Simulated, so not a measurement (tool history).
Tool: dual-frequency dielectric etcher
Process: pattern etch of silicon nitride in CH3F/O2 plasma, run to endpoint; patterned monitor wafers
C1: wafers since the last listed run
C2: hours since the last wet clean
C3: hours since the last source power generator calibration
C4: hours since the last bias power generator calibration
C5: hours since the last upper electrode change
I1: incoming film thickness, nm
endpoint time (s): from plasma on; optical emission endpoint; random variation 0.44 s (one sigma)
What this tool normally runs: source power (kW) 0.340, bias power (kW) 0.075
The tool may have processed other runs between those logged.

run 1 day=0.000 | source_power_(kW)=0.340 bias_power_(kW)=0.075 | C1=0 C2=161.0 C3=2302.2 C4=3029.2 C5=2119.3 | I1=53.2 | endpoint_time_(s)=59.9
run 2 day=2.704 | source_power_(kW)=0.340 bias_power_(kW)=0.075 | C1=258 C2=225.9 C3=2367.1 C4=3094.1 C5=2184.2 | I1=53.4 | endpoint_time_(s)=60.1
run 3 day=4.354 | source_power_(kW)=0.340 bias_power_(kW)=0.075 | C1=157 C2=265.5 C3=2406.7 C4=3133.7 C5=2223.8 | I1=53.5 | endpoint_time_(s)=58.9
run 4 day=5.783 | source_power_(kW)=0.380 bias_power_(kW)=0.075 | C1=136 C2=299.8 C3=2441.0 C4=3168.0 C5=2258.1 | I1=53.7 | endpoint_time_(s)=57.0
run 5 day=7.821 | source_power_(kW)=0.390 bias_power_(kW)=0.075 | C1=194 C2=348.7 C3=2489.9 C4=3216.9 C5=2307.0 | I1=53.3 | endpoint_time_(s)=55.8
-- day=10.554 wet clean of the chamber
run 6 day=10.575 | source_power_(kW)=0.390 bias_power_(kW)=0.075 | C1=167 C2=0.5 C3=2556.0 C4=3283.0 C5=2373.1 | I1=53.4 | endpoint_time_(s)=57.5
run 7 day=11.142 | source_power_(kW)=0.390 bias_power_(kW)=0.075 | C1=54 C2=14.1 C3=2569.6 C4=3296.6 C5=2386.7 | I1=53.2 | endpoint_time_(s)=58.3
run 8 day=13.421 | source_power_(kW)=0.340 bias_power_(kW)=0.075 | C1=217 C2=68.8 C3=2624.3 C4=3351.3 C5=2441.4 | I1=53.2 | endpoint_time_(s)=61.5
run 9 day=16.162 | source_power_(kW)=0.340 bias_power_(kW)=0.075 | C1=262 C2=134.6 C3=2690.1 C4=3417.1 C5=2507.2 | I1=53.3 | endpoint_time_(s)=60.8
run 10 day=18.688 | source_power_(kW)=0.340 bias_power_(kW)=0.075 | C1=241 C2=195.2 C3=2750.7 C4=3477.7 C5=2567.8 | I1=53.6 | endpoint_time_(s)=60.5
run 11 day=19.858 | source_power_(kW)=0.340 bias_power_(kW)=0.075 | C1=111 C2=223.3 C3=2778.8 C4=3505.8 C5=2595.9 | I1=53.5 | endpoint_time_(s)=60.0
run 12 day=21.233 | source_power_(kW)=0.340 bias_power_(kW)=0.075 | C1=131 C2=256.3 C3=2811.8 C4=3538.8 C5=2628.9 | I1=52.6 | endpoint_time_(s)=57.9
run 13 day=23.571 | source_power_(kW)=0.340 bias_power_(kW)=0.075 | C1=223 C2=312.4 C3=2867.9 C4=3594.9 C5=2685.0 | I1=54.0 | endpoint_time_(s)=59.2
run 14 day=24.692 | source_power_(kW)=0.340 bias_power_(kW)=0.075 | C1=107 C2=339.3 C3=2894.8 C4=3621.8 C5=2711.9 | I1=53.8 | endpoint_time_(s)=59.4
run 15 day=26.208 | source_power_(kW)=0.340 bias_power_(kW)=0.075 | C1=144 C2=375.7 C3=2931.2 C4=3658.2 C5=2748.3 | I1=53.4 | endpoint_time_(s)=58.9
run 16 day=28.100 | source_power_(kW)=0.340 bias_power_(kW)=0.075 | C1=180 C2=421.1 C3=2976.6 C4=3703.6 C5=2793.7 | I1=53.7 | endpoint_time_(s)=58.6
-- day=29.192 wet clean of the chamber
run 17 day=30.817 | source_power_(kW)=0.340 bias_power_(kW)=0.075 | C1=164 C2=39.0 C3=3041.8 C4=3768.8 C5=2858.9 | I1=53.6 | endpoint_time_(s)=62.0
-- day=31.450 source power generator calibrated
run 18 day=32.892 | source_power_(kW)=0.340 bias_power_(kW)=0.075 | C1=182 C2=88.8 C3=34.6 C4=3818.6 C5=2908.7 | I1=53.4 | endpoint_time_(s)=60.3
run 19 day=35.871 | source_power_(kW)=0.340 bias_power_(kW)=0.075 | C1=284 C2=160.3 C3=106.1 C4=3890.1 C5=2980.2 | I1=53.6 | endpoint_time_(s)=60.9
run 20 day=37.792 | source_power_(kW)=0.380 bias_power_(kW)=0.083 | C1=183 C2=206.4 C3=152.2 C4=3936.2 C5=3026.3 | I1=54.0 | endpoint_time_(s)=55.8
run 21 day=40.333 | source_power_(kW)=0.290 bias_power_(kW)=0.082 | C1=242 C2=267.4 C3=213.2 C4=3997.2 C5=3087.3 | I1=53.8 | endpoint_time_(s)=61.1
run 22 day=43.238 | source_power_(kW)=0.340 bias_power_(kW)=0.075 | C1=277 C2=337.1 C3=282.9 C4=4066.9 C5=3157.0 | I1=54.0 | endpoint_time_(s)=60.0
-- day=44.621 wet clean of the chamber
-- day=45.092 upper electrode replaced
run 23 day=45.258 | source_power_(kW)=0.340 bias_power_(kW)=0.075 | C1=52 C2=15.3 C3=331.4 C4=4115.4 C5=4.0 | I1=53.8 | endpoint_time_(s)=61.2
run 24 day=47.225 | source_power_(kW)=0.340 bias_power_(kW)=0.075 | C1=187 C2=62.5 C3=378.6 C4=4162.6 C5=51.2 | I1=53.6 | endpoint_time_(s)=62.0
run 25 day=48.250 | source_power_(kW)=0.300 bias_power_(kW)=0.091 | C1=97 C2=87.1 C3=403.2 C4=4187.2 C5=75.8 | I1=53.3 | endpoint_time_(s)=59.5
run 26 day=50.125 | source_power_(kW)=0.340 bias_power_(kW)=0.063 | C1=179 C2=132.1 C3=448.2 C4=4232.2 C5=120.8 | I1=53.1 | endpoint_time_(s)=64.3
run 27 day=51.192 | source_power_(kW)=0.270 bias_power_(kW)=0.092 | C1=101 C2=157.7 C3=473.8 C4=4257.8 C5=146.4 | I1=53.3 | endpoint_time_(s)=59.7
-- day=54.821 bias power generator calibrated
run 28 day=57.371 | source_power_(kW)=0.300 bias_power_(kW)=0.088 | C1=574 C2=306.0 C3=622.1 C4=61.2 C5=294.7 | I1=53.3 | endpoint_time_(s)=57.3
-- day=60.712 wet clean of the chamber
run 29 day=60.733 | source_power_(kW)=0.280 bias_power_(kW)=0.075 | C1=225 C2=0.5 C3=702.8 C4=141.9 C5=375.4 | I1=53.2 | endpoint_time_(s)=65.7
run 30 day=61.567 | source_power_(kW)=0.340 bias_power_(kW)=0.084 | C1=79 C2=20.5 C3=722.8 C4=161.9 C5=395.4 | I1=53.3 | endpoint_time_(s)=58.3

The next listed run, before its measurement:
run 31 day=63.350 | source_power_(kW)=0.340 bias_power_(kW)=0.075 | C1=170 C2=63.3 C3=765.6 C4=204.7 C5=438.2 | I1=53.6 | endpoint_time_(s)=?

endpoint time (s): 60.5
Minus the tool's unlogged condition, the same run would have read endpoint time (s) 60.9.
